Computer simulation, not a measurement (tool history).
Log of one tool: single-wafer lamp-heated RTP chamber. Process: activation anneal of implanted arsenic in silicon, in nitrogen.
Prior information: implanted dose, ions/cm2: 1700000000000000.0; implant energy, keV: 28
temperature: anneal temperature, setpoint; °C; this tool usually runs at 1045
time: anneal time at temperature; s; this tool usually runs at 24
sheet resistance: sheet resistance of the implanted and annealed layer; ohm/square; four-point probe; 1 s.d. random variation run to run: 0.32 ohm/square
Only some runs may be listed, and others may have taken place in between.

| run | hour | temperature | time | wafers since the last listed run | wafers since the last pyrometer calibration | wafers since the reflector plate was cleaned | hours since the gauge calibration | read-back reference wafer on the same gauge, sheet resistance | sheet resistance |
|---|---|---|---|---|---|---|---|---|---|
| 1 | 0.0 | 1059 | 24 | 0 | 9 | 8827 | 178.8 | 72.41 | 75.03 |
| 2 | 11.0 | 1059 | 24 | 214 | 223 | 9041 | 189.8 | 72.43 | 74.46 |
| 3 | 17.5 | 1059 | 24 | 126 | 349 | 9167 | 196.3 | 72.36 | 74.87 |
| 4 | 34.0 | 1045 | 24 | 321 | 670 | 9489 | 212.8 | 72.42 | 77.49 |
| 5 | 42.8 | 1045 | 24 | 171 | 842 | 9660 | 221.6 | 72.44 | 78.00 |
| 6 | 50.1 | 1045 | 24 | 142 | 984 | 9802 | 228.9 | 72.39 | 77.53 |
| 7 | 57.5 | 1045 | 24 | 144 | 1128 | 9946 | 236.3 | 72.44 | 77.45 |
| 8 | 66.5 | 1045 | 24 | 175 | 1303 | 10121 | 245.3 | 72.44 | 77.72 |
| 9 | 84.1 | 1045 | 24 | 342 | 1645 | 10464 | 262.9 | 72.46 | 77.63 |
| 10 | 98.0 | 1045 | 24 | 270 | 1916 | 10734 | 276.8 | 72.45 | 77.31 |
| 11 | 111.4 | 1045 | 24 | 260 | 2177 | 10995 | 290.2 | 72.46 | 77.00 |
|  | 123.7 | reflector plate cleaned |
| 12 | 124.2 | 1045 | 24 | 93 | 2270 | 10 | 303.0 | 72.36 | 76.56 |
| 13 | 131.0 | 1045 | 24 | 132 | 2402 | 142 | 309.8 | 72.35 | 76.97 |
| 14 | 140.8 | 1045 | 24 | 190 | 2593 | 333 | 319.6 | 72.41 | 77.13 |
| 15 | 148.9 | 1045 | 24 | 157 | 2751 | 490 | 327.7 | 72.41 | 77.45 |
| 16 | 158.8 | 1045 | 24 | 192 | 2943 | 683 | 337.6 | 72.37 | 76.50 |
|  | 168.2 | pyrometer window cleaned and pyrometer calibrated |
| 17 | 169.9 | 1045 | 24 | 60 | 33 | 743 | 348.7 | 72.32 | 78.10 |
| 18 | 183.5 | 1045 | 24 | 264 | 297 | 1008 | 362.3 | 72.42 | 78.31 |
| 19 | 196.6 | 1045 | 24 | 254 | 552 | 1263 | 375.4 | 72.38 | 78.21 |
| 20 | 212.3 | 1035 | 24 | 305 | 858 | 1568 | 391.1 | 72.40 | 80.36 |
| 21 | 222.8 | 1045 | 24 | 204 | 1062 | 1773 | 401.6 | 72.41 | 77.59 |
| 22 | 237.8 | 1071 | 28 | 291 | 1354 | 2065 | 416.6 | 72.40 | 70.38 |
| 23 | 245.4 | 1068 | 24 | 147 | 1502 | 2213 | 424.2 | 72.40 | 72.29 |
| 24 | 259.0 | 1067 | 36 | 264 | 1767 | 2477 | 437.8 | 72.47 | 69.29 |
|  | 264.5 | gauge calibrated |
| 25 | 269.1 | 1034 | 24 | 196 | 1963 | 2674 | 4.6 | 72.40 | 80.45 |
| 26 | 280.1 | 1027 | 36 | 214 | 2177 | 2888 | 15.6 | 72.37 | 78.23 |
| 27 | 297.3 | 1045 | 24 | 334 | 2512 | 3223 | 32.8 | 72.36 | 76.93 |
| 28 | 306.6 | 1045 | 24 | 180 | 2693 | 3404 | 42.1 | 72.35 | 76.92 |
| 29 | 321.2 | 1045 | 37 | 284 | 2977 | 3688 | 56.7 | 72.44 | 72.68 |
|  | 343.8 | pyrometer window cleaned and pyrometer calibrated |
| 30 | 357.7 | 1045 | 24 | 554 | 270 | 4242 | 93.2 | 72.40 | 77.97 |
| 31 | 369.7 | 1062 | 36 | 233 | 503 | 4476 | 105.2 | 72.35 | 70.46 |
| 32 | 378.4 | 1045 | 15 | 169 | 673 | 4645 | 113.9 | 72.40 | 82.12 |
| 33 | 390.6 | 1066 | 28 | 237 | 910 | 4883 | 126.1 | 72.37 | 70.93 |
| 34 | 398.3 | 1027 | 33 | 149 | 1060 | 5033 | 133.8 | 72.40 | 79.27 |
| 35 | 405.6 | 1045 | 24 | 142 | 1202 | 5175 | 141.1 | 72.40 | 78.32 |
| 36 | 420.2 | 1071 | 14 | 284 | 1486 | 5459 | 155.7 | 72.36 | 76.62 |
| 37 | 434.8 | 1045 | 24 | 284 | 1770 | 5743 | 170.3 | 72.36 | 77.65 |
| 38 | 447.8 | 1055 | 16 | 253 | 2023 | 5996 | 183.3 | 72.36 | 79.23 |

For each entry between runs, how does the tool's hidden state at the last listed run before it compare with that at the first listed run after it?
Logged between run 11 and run 12: reflector plate cleaned (hour 123.7)
  true wafer temperature minus pyrometer reading, K: 4.08 -> 4.53
  measured minus no-state result, sheet resistance: -0.99 -> -1.09 ohm/square
Logged between run 16 and run 17: pyrometer window cleaned and pyrometer calibrated (hour 168.2)
  true wafer temperature minus pyrometer reading, K: 5.74 -> 0.125
  measured minus no-state result, sheet resistance: -1.38 -> -0.03 ohm/square
Logged between run 24 and run 25: gauge calibrated (hour 264.5)
  true wafer temperature minus pyrometer reading, K: 3.25 -> 3.6
  measured minus no-state result, sheet resistance: -0.63 -> -0.91 ohm/square
Logged between run 29 and run 30: pyrometer window cleaned and pyrometer calibrated (hour 343.8)
  true wafer temperature minus pyrometer reading, K: 5.43 -> 0.777
  measured minus no-state result, sheet resistance: -1.27 -> -0.19 ohm/square

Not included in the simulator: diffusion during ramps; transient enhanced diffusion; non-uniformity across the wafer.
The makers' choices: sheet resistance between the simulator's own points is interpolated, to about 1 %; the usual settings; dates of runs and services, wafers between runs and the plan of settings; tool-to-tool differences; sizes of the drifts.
